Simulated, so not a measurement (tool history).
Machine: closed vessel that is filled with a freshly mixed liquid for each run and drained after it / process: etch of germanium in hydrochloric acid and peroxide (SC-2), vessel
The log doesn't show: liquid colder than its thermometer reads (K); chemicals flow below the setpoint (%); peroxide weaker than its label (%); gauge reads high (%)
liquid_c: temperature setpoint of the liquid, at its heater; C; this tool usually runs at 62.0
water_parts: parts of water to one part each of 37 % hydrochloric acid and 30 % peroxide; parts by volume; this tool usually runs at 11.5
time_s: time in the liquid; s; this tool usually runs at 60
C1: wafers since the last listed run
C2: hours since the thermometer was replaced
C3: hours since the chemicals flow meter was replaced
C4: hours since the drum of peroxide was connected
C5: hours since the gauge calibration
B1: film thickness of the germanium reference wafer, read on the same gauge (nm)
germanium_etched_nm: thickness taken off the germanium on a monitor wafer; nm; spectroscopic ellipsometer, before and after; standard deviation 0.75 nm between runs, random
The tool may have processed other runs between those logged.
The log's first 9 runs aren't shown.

At day 26.438: new drum of peroxide connected.
Run 10, day 28.708: usual settings; C1 10634; C2 1222.9; C3 1201.2; C4 54.5; C5 2662.0; B1 149.99. Result: germanium_etched_nm 216.60 nm.
Run 11, day 32.025: usual settings but time_s 75 s; C1 11708; C2 1302.5; C3 1280.8; C4 134.1; C5 2741.6; B1 150.00. Result: germanium_etched_nm 270.84 nm.
Run 12, day 33.708: usual settings; C1 5942; C2 1342.9; C3 1321.2; C4 174.5; C5 2782.0; B1 150.03. Result: germanium_etched_nm 215.39 nm.
Run 13, day 37.067: usual settings but liquid_c 69.0 C, water_parts 9.0 parts by volume; C1 11855; C2 1423.5; C3 1401.8; C4 255.1; C5 2862.6; B1 150.02. Result: germanium_etched_nm 271.50 nm.
Run 14, day 39.875: usual settings but liquid_c 65.5 C; C1 9913; C2 1490.9; C3 1469.2; C4 322.5; C5 2930.0; B1 150.00. Result: germanium_etched_nm 236.59 nm.
Run 15, day 43.400: usual settings but liquid_c 65.5 C, time_s 75 s; C1 12443; C2 1575.5; C3 1553.8; C4 407.1; C5 3014.6; B1 149.98. Result: germanium_etched_nm 293.89 nm.
Run 16, day 46.283: usual settings but water_parts 17.5 parts by volume; C1 10178; C2 1644.7; C3 1623.0; C4 476.3; C5 3083.8; B1 150.00. Result: germanium_etched_nm 198.59 nm.
Run 17, day 48.862: usual settings but time_s 30 s; C1 9104; C2 1706.6; C3 1684.9; C4 538.2; C5 3145.7; B1 149.99. Result: germanium_etched_nm 107.59 nm.
At day 51.479: chemicals flow meter replaced.
At day 57.533: gauge calibrated.
Run 18, day 61.467: usual settings but liquid_c 67.5 C; C1 44346; C2 2009.1; C3 239.7; C4 840.7; C5 94.4; B1 150.00. Result: germanium_etched_nm 254.63 nm.
Run 19, day 65.679: usual settings but liquid_c 70.0 C, time_s 75 s; C1 14870; C2 2110.2; C3 340.8; C4 941.8; C5 195.5; B1 149.98. Result: germanium_etched_nm 342.06 nm.
At day 67.388: new drum of peroxide connected.
Run 20, day 68.062: usual settings; C1 8266; C2 2167.4; C3 398.0; C4 16.2; C5 252.7; B1 149.98. Result: germanium_etched_nm 218.15 nm.
At day 69.333: thermometer replaced.
Run 21, day 71.721: usual settings; C1 12767; C2 57.3; C3 485.8; C4 104.0; C5 340.5; B1 150.00. Result: germanium_etched_nm 218.76 nm.
Run 22, day 75.983: usual settings but liquid_c 57.5 C, water_parts 16.5 parts by volume, time_s 80 s; C1 15047; C2 159.6; C3 588.1; C4 206.3; C5 442.8; B1 150.00. Result: germanium_etched_nm 240.49 nm.
Run 23, day 79.358: usual settings but liquid_c 69.0 C, time_s 80 s; C1 11914; C2 240.6; C3 669.1; C4 287.3; C5 523.8; B1 149.99. Result: germanium_etched_nm 351.39 nm.
Run 24, day 81.729: usual settings but water_parts 9.0 parts by volume; C1 8369; C2 297.5; C3 726.0; C4 344.2; C5 580.7; B1 149.97. Result: germanium_etched_nm 224.60 nm.
Run 25, day 85.621: usual settings; C1 13737; C2 390.9; C3 819.4; C4 437.6; C5 674.1; B1 149.98. Result: germanium_etched_nm 218.02 nm.
Run 26, day 87.917: usual settings but water_parts 6.5 parts by volume, time_s 30 s; C1 8104; C2 446.0; C3 874.5; C4 492.7; C5 729.2; B1 150.00. Result: germanium_etched_nm 114.44 nm.
Run 27, day 92.012: usual settings; C1 14458; C2 544.3; C3 972.8; C4 591.0; C5 827.5; B1 150.00. Result: germanium_etched_nm 217.20 nm.
Run 28, day 104.296: usual settings; C1 43361; C2 839.1; C3 1267.6; C4 885.8; C5 1122.3; B1 149.99. Result: germanium_etched_nm 215.77 nm.
Run 29, day 108.142: usual settings but liquid_c 68.0 C, time_s 75 s; C1 13576; C2 931.4; C3 1359.9; C4 978.1; C5 1214.6; B1 150.03. Result: germanium_etched_nm 317.72 nm.
Run 30, day 109.646: usual settings but liquid_c 55.5 C, water_parts 8.5 parts by volume, time_s 70 s; C1 5309; C2 967.5; C3 1396.0; C4 1014.2; C5 1250.7; B1 150.00. Result: germanium_etched_nm 216.04 nm.

4 ways to go on from here, each from the tool as it stands after run 30. What would each give?
Run A, day 109.675: usual settings but time_s 90 s; C1 102; C2 968.2; C3 1396.7; C4 1014.9; C5 1251.4; B1 ?. Result: germanium_etched_nm ?.
Run B, day 109.675: usual settings but liquid_c 59.0 C, water_parts 17.5 parts by volume; C1 102; C2 968.2; C3 1396.7; C4 1014.9; C5 1251.4; B1 ?. Result: germanium_etched_nm ?.
Run C, day 109.675: usual settings but liquid_c 54.0 C, time_s 45 s; C1 102; C2 968.2; C3 1396.7; C4 1014.9; C5 1251.4; B1 ?. Result: germanium_etched_nm ?.
Run D, day 109.675: usual settings but liquid_c 54.0 C, time_s 70 s; C1 102; C2 968.2; C3 1396.7; C4 1014.9; C5 1251.4; B1 ?. Result: germanium_etched_nm ?.

run      B1  germanium_etched_nm
  A  150.01               323.82
  B  150.01               183.66
  C  150.01               127.98
  D  150.01               199.08
With no hidden state in the tool, these same runs would have given:
run  germanium_etched_nm
  A               328.85
  B               187.87
  C               129.78
  D               201.87
